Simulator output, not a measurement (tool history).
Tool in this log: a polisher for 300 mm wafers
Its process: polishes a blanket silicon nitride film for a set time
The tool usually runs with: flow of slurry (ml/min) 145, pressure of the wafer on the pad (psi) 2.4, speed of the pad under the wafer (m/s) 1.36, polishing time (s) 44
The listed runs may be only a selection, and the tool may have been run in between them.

| run | hour | flow of slurry (ml/min) | pressure of the wafer on the pad (psi) | speed of the pad under the wafer (m/s) | polishing time (s) | wafers since the last listed run | wafers polished on this pad | hours since the slurry nozzle was cleaned | hours since the head pressure was calibrated | incoming thickness of the incoming film, nm | film removed (Å) |
|---|---|---|---|---|---|---|---|---|---|---|---|
| 1 | 0 | 130 | 2.8 | 1.36 | 44 | 0 | 1153 | 89.3 | 159.6 | 611.2 | 671 |
| 2 | 42.8 | 130 | 2.8 | 1.36 | 44 | 613 | 1767 | 132.1 | 202.4 | 604.1 | 653 |
| 3 | 129.1 | 130 | 2.8 | 1.36 | 44 | 1237 | 3004 | 218.4 | 288.7 | 611.5 | 643 |
| 4 | 224.5 | 125 | 2.4 | 1.36 | 54 | 1367 | 4372 | 313.8 | 384.1 | 608.2 | 639 |
|  | 265.2 | slurry nozzle cleaned |
|  | 279 | worn pad replaced by a new one |
| 5 | 319.7 | 145 | 2.4 | 1.36 | 44 | 1293 | 584 | 54.5 | 479.3 | 611 | 604 |
| 6 | 423.6 | 145 | 2.4 | 1.36 | 44 | 1489 | 2073 | 158.4 | 583.2 | 609.5 | 584 |
| 7 | 483.3 | 145 | 2.4 | 1.36 | 44 | 855 | 2929 | 218.1 | 642.9 | 607.8 | 574 |
| 8 | 587 | 145 | 2.4 | 1.36 | 44 | 1486 | 4416 | 321.8 | 746.6 | 612.2 | 553 |
|  | 607.4 | worn pad replaced by a new one |
| 9 | 648.5 | 145 | 2.7 | 1.36 | 44 | 824 | 588 | 383.3 | 808.1 | 616.4 | 660 |
|  | 698.3 | slurry nozzle cleaned |
| 10 | 752.8 | 145 | 2.2 | 1.36 | 44 | 1480 | 2069 | 54.5 | 912.4 | 614.4 | 528 |
| 11 | 798.9 | 145 | 2.9 | 1.36 | 44 | 660 | 2730 | 100.6 | 958.5 | 613 | 670 |
|  | 888.2 | worn pad replaced by a new one |
| 12 | 888.7 | 105 | 2.1 | 1.2 | 31 | 1230 | 6 | 190.4 | 1048.3 | 608.4 | 308 |

Estimate the outcome of run 13 from the log above:
| 13 | 927.7 | 145 | 2.4 | 1.36 | 38 | 559 | 565 | 229.4 | 1087.3 | 613.8 | ? |

{"run 13": {"film removed (Å)": 519}}
Had the tool carried no hidden state, the very same run would have given film removed (Å) 533.
